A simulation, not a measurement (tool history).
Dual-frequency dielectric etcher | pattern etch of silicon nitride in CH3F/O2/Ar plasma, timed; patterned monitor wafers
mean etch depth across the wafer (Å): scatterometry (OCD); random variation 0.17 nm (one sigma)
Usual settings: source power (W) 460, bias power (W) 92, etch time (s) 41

run	hour	source power (W)	bias power (W)	etch time (s)	read-back reference wafer on the same gauge, depth_nm	mean etch depth across the wafer (Å)
1	0	460	92	41	31.51	338.2
2	14	460	92	41	31.64	338.2
3	38.4	460	92	41	31.59	336.6
4	51.8	460	92	41	31.64	335.5
5	70.2	460	92	41	31.59	338.9
6	105.6	460	92	41	31.6	336.7
7	135.5	460	92	41	31.61	338.8
# hour 184.2: upper electrode replaced
8	184.7	460	92	41	31.53	341.2
9	245	460	92	41	31.58	341.3
10	269.6	460	92	41	31.65	342.7
11	286.4	460	92	41	31.56	341.2
12	307.2	460	92	41	31.57	344.6
13	321.2	550	109	31	31.58	280.6
14	343.5	460	92	41	31.63	345.2
# hour 457.1: wet clean of the chamber
15	457.6	460	92	41	31.56	333.1
16	477.6	550	92	41	31.64	342.5
17	508.2	460	92	50	31.58	406.9
# hour 525.5: gauge calibrated
18	530.7	500	102	32.5	31.65	274.9
19	545	490	70	34	31.63	262.7
20	575.4	350	92	33.5	31.69	260.8
# hour 613: bias power generator calibrated
21	613.5	380	76	49	31.58	370.5
# hour 618.6: source power generator calibrated
22	624.7	460	92	41	31.64	335.5
23	648.7	460	79	41	31.64	325.5

Forecast run 24:
24	677.8	460	92	41	?	?

Run 24 gave read-back reference wafer on the same gauge, depth_nm 31.69, mean etch depth across the wafer (Å) 339.4.
Without the tool's hidden state the same run would have given mean etch depth across the wafer (Å) 334.7.

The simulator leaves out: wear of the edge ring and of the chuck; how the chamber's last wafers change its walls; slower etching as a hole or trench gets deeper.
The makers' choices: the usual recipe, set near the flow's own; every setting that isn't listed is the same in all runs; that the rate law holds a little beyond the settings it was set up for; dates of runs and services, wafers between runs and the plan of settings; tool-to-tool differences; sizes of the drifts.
